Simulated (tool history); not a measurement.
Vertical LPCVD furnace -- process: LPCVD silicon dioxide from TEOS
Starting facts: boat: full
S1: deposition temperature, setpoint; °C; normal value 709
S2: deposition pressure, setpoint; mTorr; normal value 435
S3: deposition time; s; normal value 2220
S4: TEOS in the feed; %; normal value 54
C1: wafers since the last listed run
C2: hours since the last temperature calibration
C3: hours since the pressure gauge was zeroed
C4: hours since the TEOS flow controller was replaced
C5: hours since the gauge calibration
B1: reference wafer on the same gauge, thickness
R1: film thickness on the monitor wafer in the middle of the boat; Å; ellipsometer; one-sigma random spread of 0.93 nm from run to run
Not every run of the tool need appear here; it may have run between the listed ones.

run,hour,S1,S2,S3,S4,C1,C2,C3,C4,C5,B1,R1
1,0.0,709,500,2220,54,0,3456.1,4371.8,4535.7,3.7,357.08,4211.6
2,10.7,709,500,2220,54,107,3466.8,4382.5,4546.4,14.4,357.03,4204.2
3,19.1,709,500,2220,54,84,3475.2,4390.9,4554.8,22.8,357.02,4222.4
4,31.6,709,435,2220,48,126,3487.7,4403.4,4567.3,35.3,356.94,3705.5
5,43.4,709,435,2220,48,119,3499.5,4415.2,4579.1,47.1,356.82,3694.1
6,56.1,715,435,2220,54,128,3512.2,4427.9,4591.8,59.8,356.92,4481.9
7,65.2,715,435,2220,54,91,3521.3,4437.0,4600.9,68.9,356.92,4504.3
# hour 108.7: thermocouples replaced and temperature profile calibrated
# hour 112.5: pressure gauge zeroed
8,113.0,709,435,2220,54,201,4.3,0.5,4648.7,116.7,356.90,3918.1
9,117.2,709,435,2220,54,42,8.5,4.7,4652.9,120.9,357.00,3911.3
10,124.3,709,435,2220,54,71,15.6,11.8,4660.0,128.0,356.93,3912.6
11,130.3,709,435,2220,54,60,21.6,17.8,4666.0,134.0,356.91,3934.3
12,142.2,709,435,2520,54,120,33.5,29.7,4677.9,145.9,357.04,4453.0
13,153.5,709,435,2220,54,114,44.8,41.0,4689.2,157.2,357.00,3921.2
14,171.5,709,435,2220,54,181,62.8,59.0,4707.2,175.2,357.15,3924.1
15,186.3,702,510,3030,64,149,77.6,73.8,4722.0,190.0,357.19,5374.5
16,194.8,709,435,2220,54,85,86.1,82.3,4730.5,198.5,357.03,3929.4
# hour 228.2: TEOS flow controller replaced
17,228.7,701,435,2220,54,99,120.0,116.2,0.5,232.4,356.81,3279.4
# hour 231.9: gauge calibrated
18,232.9,709,435,1350,46,42,124.2,120.4,4.7,1.0,357.05,2197.1
19,237.2,709,370,1890,49,43,128.5,124.7,9.0,5.3,356.94,2949.2
20,244.1,709,345,2220,54,69,135.4,131.6,15.9,12.2,357.21,3499.1
21,260.7,709,385,2220,54,167,152.0,148.2,32.5,28.8,357.01,3701.8
22,278.2,718,435,2220,54,176,169.5,165.7,50.0,46.3,357.09,4792.6
23,286.1,699,435,2610,47,79,177.4,173.6,57.9,54.2,357.24,3429.7
24,293.5,700,355,1860,51,74,184.8,181.0,65.3,61.6,356.99,2345.5
25,303.4,709,435,2220,54,99,194.7,190.9,75.2,71.5,356.98,3926.0
26,321.2,709,530,2220,54,179,212.5,208.7,93.0,89.3,357.09,4339.7

3 ways to go on from here, each from the tool as it stands after run 26. What would each give?
A,325.5,719,435,2220,54,43,216.8,213.0,97.3,93.6,?,?
B,325.5,709,435,2850,49,43,216.8,213.0,97.3,93.6,?,?
C,325.5,720,435,2670,54,43,216.8,213.0,97.3,93.6,?,?

run,B1,R1
A,357.00,4924.8
B,357.00,4804.4
C,357.00,6056.9
The same runs, with their run-to-run variation unchanged, on a tool lacking any hidden condition would have given:
run,R1
A,4924.8
B,4804.4
C,6056.9

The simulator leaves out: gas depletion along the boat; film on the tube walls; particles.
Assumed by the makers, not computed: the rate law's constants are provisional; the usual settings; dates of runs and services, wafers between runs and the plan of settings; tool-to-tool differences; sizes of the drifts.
